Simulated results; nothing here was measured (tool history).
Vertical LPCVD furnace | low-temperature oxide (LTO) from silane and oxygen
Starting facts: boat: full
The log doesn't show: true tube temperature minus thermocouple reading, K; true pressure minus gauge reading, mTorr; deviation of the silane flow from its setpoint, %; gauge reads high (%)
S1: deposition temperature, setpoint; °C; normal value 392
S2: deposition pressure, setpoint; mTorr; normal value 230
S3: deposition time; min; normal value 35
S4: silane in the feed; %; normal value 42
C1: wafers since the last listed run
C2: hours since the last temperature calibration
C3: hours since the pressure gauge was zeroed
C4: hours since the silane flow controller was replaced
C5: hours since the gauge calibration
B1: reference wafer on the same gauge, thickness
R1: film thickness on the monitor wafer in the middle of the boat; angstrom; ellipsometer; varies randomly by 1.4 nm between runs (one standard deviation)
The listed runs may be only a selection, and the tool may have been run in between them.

run,hour,S1,S2,S3,S4,C1,C2,C3,C4,C5,B1,R1
1,0,392,230,35,42,0,1282.2,3573.8,5179.7,482,304.73,3562.3
2,55.1,392,230,35,42,797,1337.3,3628.9,5234.8,537.1,305.04,3580.9
3,96.7,398,230,35,36,602,1378.9,3670.5,5276.4,578.7,304.91,3139
4,129.8,398,230,35,36,479,1412,3703.6,5309.5,611.8,305.1,3135.2
5,161.3,398,230,35,36,456,1443.5,3735.1,5341,643.3,304.96,3151
6,205.4,392,230,35,39,638,1487.6,3779.2,5385.1,687.4,305.02,3261.1
7,230.4,392,230,35,39,361,1512.6,3804.2,5410.1,712.4,305.03,3264.4
8,267.4,385,230,35,38,535,1549.6,3841.2,5447.1,749.4,305.31,2906.6
9,311.4,385,230,35,38,637,1593.6,3885.2,5491.1,793.4,305.1,2902.4
10,381.5,385,230,35,38,1014,1663.7,3955.3,5561.2,863.5,304.75,2913.8
11,450.9,392,195,35,42,1004,1733.1,4024.7,5630.6,932.9,304.93,2994
12,505.8,392,205,24,42,794,1788,4079.6,5685.5,987.8,304.62,2178.7
13,538.4,392,205,24,42,472,1820.6,4112.2,5718.1,1020.4,304.77,2183.8
# hour 616.2: thermocouples replaced and temperature profile calibrated
14,616.7,392,230,44,42,786,0.5,4190.5,5796.4,1098.7,305.12,4496.6
# hour 680.1: pressure gauge zeroed
15,680.6,381,230,21.5,42,577,64.4,0.5,5860.3,1162.6,305,1933.4
16,733.8,392,230,35,42,770,117.6,53.7,5913.5,1215.8,305.19,3553
# hour 786.1: silane flow controller replaced
17,786.6,401,230,31,45,416,170.4,106.5,0.5,1268.6,305.3,3746.3
18,810.1,392,190,49,36,340,193.9,130,24,1292.1,304.8,3400
19,859.7,384,230,35,42,718,243.5,179.6,73.6,1341.7,304.97,3249.4
# hour 880.4: gauge calibrated
20,890.7,384,230,35,45,448,274.5,210.6,104.6,10.3,305.1,3525.9
21,957.9,392,230,35,42,972,341.7,277.8,171.8,77.5,304.89,3559.3
22,1013.7,398,190,35,42,807,397.5,333.6,227.6,133.3,305.01,3151.9
23,1069.8,397,230,35,42,812,453.6,389.7,283.7,189.4,304.98,3789.5
24,1132.9,392,230,35,42,913,516.7,452.8,346.8,252.5,305.11,3568.2
25,1206.3,392,175,35,42,1062,590.1,526.2,420.2,325.9,304.85,2705.2
26,1235,392,230,35,36,415,618.8,554.9,448.9,354.6,304.86,2944.3
27,1268.5,392,275,35,38,485,652.3,588.4,482.4,388.1,305.08,3758.4

Hidden state at the last listed run before each entry between runs and at the first one after, where it differs:
After run 13, before run 14: thermocouples replaced and temperature profile calibrated (hour 616.2)
  nothing in the hidden state changes from one run to the other
After run 14, before run 15: pressure gauge zeroed (hour 680.1)
  nothing in the hidden state changes from one run to the other
After run 16, before run 17: silane flow controller replaced (hour 786.1)
  nothing in the hidden state changes from one run to the other
After run 19, before run 20: gauge calibrated (hour 880.4)
  nothing in the hidden state changes from one run to the other
